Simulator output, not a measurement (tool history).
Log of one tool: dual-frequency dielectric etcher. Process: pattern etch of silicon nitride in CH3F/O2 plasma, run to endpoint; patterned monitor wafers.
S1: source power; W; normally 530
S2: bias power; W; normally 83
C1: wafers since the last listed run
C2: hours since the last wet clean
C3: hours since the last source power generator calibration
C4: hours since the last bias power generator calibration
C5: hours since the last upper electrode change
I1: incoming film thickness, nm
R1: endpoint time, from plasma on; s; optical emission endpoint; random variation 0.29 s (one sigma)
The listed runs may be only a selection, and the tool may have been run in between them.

| run | hour | S1 | S2 | C1 | C2 | C3 | C4 | C5 | I1 | R1 |
|---|---|---|---|---|---|---|---|---|---|---|
| 1 | 0 | 530 | 83 | 0 | 404 | 4755.4 | 5241.6 | 4683.2 | 83.5 | 77.9 |
| 2 | 7.3 | 530 | 83 | 29 | 411.3 | 4762.7 | 5248.9 | 4690.5 | 84.5 | 79 |
| 3 | 21.8 | 530 | 83 | 58 | 425.8 | 4777.2 | 5263.4 | 4705 | 84.3 | 78.9 |
| 4 | 39.6 | 530 | 83 | 72 | 443.6 | 4795 | 5281.2 | 4722.8 | 84.6 | 79.6 |
|  | 52.7 | bias power generator calibrated |
| 5 | 53.2 | 530 | 83 | 39 | 457.2 | 4808.6 | 0.5 | 4736.4 | 85 | 80.4 |
|  | 81.6 | upper electrode replaced |
| 6 | 82.1 | 530 | 83 | 19 | 486.1 | 4837.5 | 29.4 | 0.5 | 85.3 | 80.8 |
| 7 | 82.4 | 530 | 83 | 1 | 486.4 | 4837.8 | 29.7 | 0.8 | 84.6 | 79.5 |
| 8 | 90.1 | 530 | 102 | 31 | 494.1 | 4845.5 | 37.4 | 8.5 | 84.8 | 75.6 |
|  | 117.4 | wet clean of the chamber |
| 9 | 117.9 | 530 | 83 | 15 | 0.5 | 4873.3 | 65.2 | 36.3 | 85 | 75.9 |

What does the tool deliver on the next run?
| 10 | 118.3 | 450 | 73 | 1 | 0.9 | 4873.7 | 65.6 | 36.7 | 84 | ? |

{"run 10": {"R1": 82.2}}
With no hidden state in the tool, this same run would have given R1 81.5 s.

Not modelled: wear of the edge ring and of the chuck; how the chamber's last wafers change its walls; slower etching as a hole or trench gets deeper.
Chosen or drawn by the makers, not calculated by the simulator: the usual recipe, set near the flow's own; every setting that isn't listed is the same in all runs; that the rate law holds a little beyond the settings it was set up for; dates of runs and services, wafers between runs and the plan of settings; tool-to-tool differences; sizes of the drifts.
